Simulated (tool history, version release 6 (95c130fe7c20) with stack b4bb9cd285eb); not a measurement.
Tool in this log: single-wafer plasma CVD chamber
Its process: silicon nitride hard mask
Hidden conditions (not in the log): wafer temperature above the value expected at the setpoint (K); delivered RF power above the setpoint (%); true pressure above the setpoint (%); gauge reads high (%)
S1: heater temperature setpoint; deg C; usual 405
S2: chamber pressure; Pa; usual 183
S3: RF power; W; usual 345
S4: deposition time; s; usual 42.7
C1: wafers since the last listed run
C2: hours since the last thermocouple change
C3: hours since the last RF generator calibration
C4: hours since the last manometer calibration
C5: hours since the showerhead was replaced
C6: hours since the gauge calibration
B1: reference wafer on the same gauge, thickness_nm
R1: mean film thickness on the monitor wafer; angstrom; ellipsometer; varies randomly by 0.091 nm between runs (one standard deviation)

{"run": 1, "hour": 0.0, "S1": 405, "S2": 183, "S3": 345, "S4": 37.4, "C1": 0, "C2": 2248.1, "C3": 1852.7, "C4": 1161.5, "C5": 4595.7, "C6": 30.2, "B1": 54.824, "R1": 454.75}
{"run": 2, "hour": 15.3, "S1": 405, "S2": 183, "S3": 345, "S4": 37.4, "C1": 446, "C2": 2263.4, "C3": 1868.0, "C4": 1176.8, "C5": 4611.0, "C6": 45.5, "B1": 54.777, "R1": 454.53}
{"run": 3, "hour": 29.6, "S1": 405, "S2": 183, "S3": 345, "S4": 37.4, "C1": 417, "C2": 2277.7, "C3": 1882.3, "C4": 1191.1, "C5": 4625.3, "C6": 59.8, "B1": 54.795, "R1": 453.89}
{"run": 4, "hour": 42.4, "S1": 405, "S2": 183, "S3": 345, "S4": 42.7, "C1": 373, "C2": 2290.5, "C3": 1895.1, "C4": 1203.9, "C5": 4638.1, "C6": 72.6, "B1": 54.81, "R1": 518.97}
{"run": 5, "hour": 56.6, "S1": 405, "S2": 183, "S3": 345, "S4": 42.7, "C1": 414, "C2": 2304.7, "C3": 1909.3, "C4": 1218.1, "C5": 4652.3, "C6": 86.8, "B1": 54.766, "R1": 517.58}
{"run": 6, "hour": 73.7, "S1": 405, "S2": 183, "S3": 305, "S4": 42.7, "C1": 498, "C2": 2321.8, "C3": 1926.4, "C4": 1235.2, "C5": 4669.4, "C6": 103.9, "B1": 54.819, "R1": 471.82}
{"run": 7, "hour": 82.5, "S1": 405, "S2": 183, "S3": 305, "S4": 42.7, "C1": 256, "C2": 2330.6, "C3": 1935.2, "C4": 1244.0, "C5": 4678.2, "C6": 112.7, "B1": 54.791, "R1": 472.81}
{"run": 8, "hour": 98.9, "S1": 405, "S2": 183, "S3": 345, "S4": 42.7, "C1": 478, "C2": 2347.0, "C3": 1951.6, "C4": 1260.4, "C5": 4694.6, "C6": 129.1, "B1": 54.789, "R1": 518.4}
{"hour": 109.6, "done": "RF generator calibrated"}
{"run": 9, "hour": 110.1, "S1": 405, "S2": 183, "S3": 345, "S4": 42.7, "C1": 93, "C2": 2358.2, "C3": 0.5, "C4": 1271.6, "C5": 4705.8, "C6": 140.3, "B1": 54.793, "R1": 501.32}
{"hour": 121.7, "done": "capacitance manometer re-zeroed and calibrated"}
{"hour": 122.6, "done": "showerhead replaced"}
{"run": 10, "hour": 123.1, "S1": 405, "S2": 183, "S3": 345, "S4": 42.7, "C1": 121, "C2": 2371.2, "C3": 13.5, "C4": 1.4, "C5": 0.5, "C6": 153.3, "B1": 54.752, "R1": 499.0}
{"run": 11, "hour": 170.2, "S1": 397, "S2": 183, "S3": 345, "S4": 42.7, "C1": 1373, "C2": 2418.3, "C3": 60.6, "C4": 48.5, "C5": 47.6, "C6": 200.4, "B1": 54.776, "R1": 500.33}
{"hour": 185.2, "done": "RF generator calibrated, repeated, since the last time left the tool worse"}
{"hour": 185.8, "done": "gauge calibrated"}
{"hour": 187.6, "done": "thermocouple changed; heater temperature recalibrated"}
{"run": 12, "hour": 188.1, "S1": 397, "S2": 183, "S3": 345, "S4": 42.7, "C1": 217, "C2": 0.5, "C3": 2.9, "C4": 66.4, "C5": 65.5, "C6": 2.3, "B1": 54.84, "R1": 539.89}
{"run": 13, "hour": 200.0, "S1": 405, "S2": 183, "S3": 345, "S4": 42.7, "C1": 347, "C2": 12.4, "C3": 14.8, "C4": 78.3, "C5": 77.4, "C6": 14.2, "B1": 54.784, "R1": 536.9}
{"run": 14, "hour": 207.2, "S1": 405, "S2": 140, "S3": 310, "S4": 36.0, "C1": 210, "C2": 19.6, "C3": 22.0, "C4": 85.5, "C5": 84.6, "C6": 21.4, "B1": 54.779, "R1": 393.72}
{"run": 15, "hour": 214.4, "S1": 405, "S2": 183, "S3": 345, "S4": 42.7, "C1": 210, "C2": 26.8, "C3": 29.2, "C4": 92.7, "C5": 91.8, "C6": 28.6, "B1": 54.836, "R1": 536.1}
{"run": 16, "hour": 223.3, "S1": 405, "S2": 153, "S3": 345, "S4": 42.7, "C1": 259, "C2": 35.7, "C3": 38.1, "C4": 101.6, "C5": 100.7, "C6": 37.5, "B1": 54.795, "R1": 515.72}
{"run": 17, "hour": 238.7, "S1": 392, "S2": 183, "S3": 345, "S4": 42.7, "C1": 449, "C2": 51.1, "C3": 53.5, "C4": 117.0, "C5": 116.1, "C6": 52.9, "B1": 54.79, "R1": 539.26}
{"run": 18, "hour": 245.7, "S1": 401, "S2": 168, "S3": 345, "S4": 42.7, "C1": 204, "C2": 58.1, "C3": 60.5, "C4": 124.0, "C5": 123.1, "C6": 59.9, "B1": 54.798, "R1": 528.62}
{"run": 19, "hour": 258.3, "S1": 405, "S2": 183, "S3": 345, "S4": 42.7, "C1": 367, "C2": 70.7, "C3": 73.1, "C4": 136.6, "C5": 135.7, "C6": 72.5, "B1": 54.795, "R1": 535.37}
{"run": 20, "hour": 265.1, "S1": 405, "S2": 215, "S3": 345, "S4": 42.7, "C1": 198, "C2": 77.5, "C3": 79.9, "C4": 143.4, "C5": 142.5, "C6": 79.3, "B1": 54.825, "R1": 556.52}
{"run": 21, "hour": 276.4, "S1": 405, "S2": 183, "S3": 345, "S4": 42.7, "C1": 329, "C2": 88.8, "C3": 91.2, "C4": 154.7, "C5": 153.8, "C6": 90.6, "B1": 54.784, "R1": 535.18}
{"run": 22, "hour": 284.8, "S1": 410, "S2": 143, "S3": 345, "S4": 38.4, "C1": 245, "C2": 97.2, "C3": 99.6, "C4": 163.1, "C5": 162.2, "C6": 99.0, "B1": 54.803, "R1": 452.38}
{"run": 23, "hour": 301.3, "S1": 405, "S2": 183, "S3": 345, "S4": 46.3, "C1": 481, "C2": 113.7, "C3": 116.1, "C4": 179.6, "C5": 178.7, "C6": 115.5, "B1": 54.817, "R1": 580.22}
{"run": 24, "hour": 312.0, "S1": 397, "S2": 208, "S3": 295, "S4": 36.2, "C1": 312, "C2": 124.4, "C3": 126.8, "C4": 190.3, "C5": 189.4, "C6": 126.2, "B1": 54.801, "R1": 417.14}

Pick out some run-to-run changes in R1. Of each, how much would a tool without hidden state show as well, from the settings, what came in and chance, and how much is left for the hidden state and any gauge scatter not in both results compared?
Run 8 -> 9: RF generator calibrated. R1 -17.08 angstrom: hidden state -16.97, all else -0.11.
Run 11 -> 12: RF generator calibrated, repeated, since the last time left the tool worse, gauge calibrated, thermocouple changed; heater temperature recalibrated. R1 +39.56 angstrom: hidden state +38.51, all else +1.05.
Run 13 -> 14: S2 183 -> 140, S3 345 -> 310, S4 42.7 -> 36.0. R1 -143.18 angstrom: hidden state +0.54, all else -143.72.
Run 23 -> 24: S1 405 -> 397, S2 183 -> 208, S3 345 -> 295, S4 46.3 -> 36.2. R1 -163.08 angstrom: hidden state +1.07, all else -164.15.

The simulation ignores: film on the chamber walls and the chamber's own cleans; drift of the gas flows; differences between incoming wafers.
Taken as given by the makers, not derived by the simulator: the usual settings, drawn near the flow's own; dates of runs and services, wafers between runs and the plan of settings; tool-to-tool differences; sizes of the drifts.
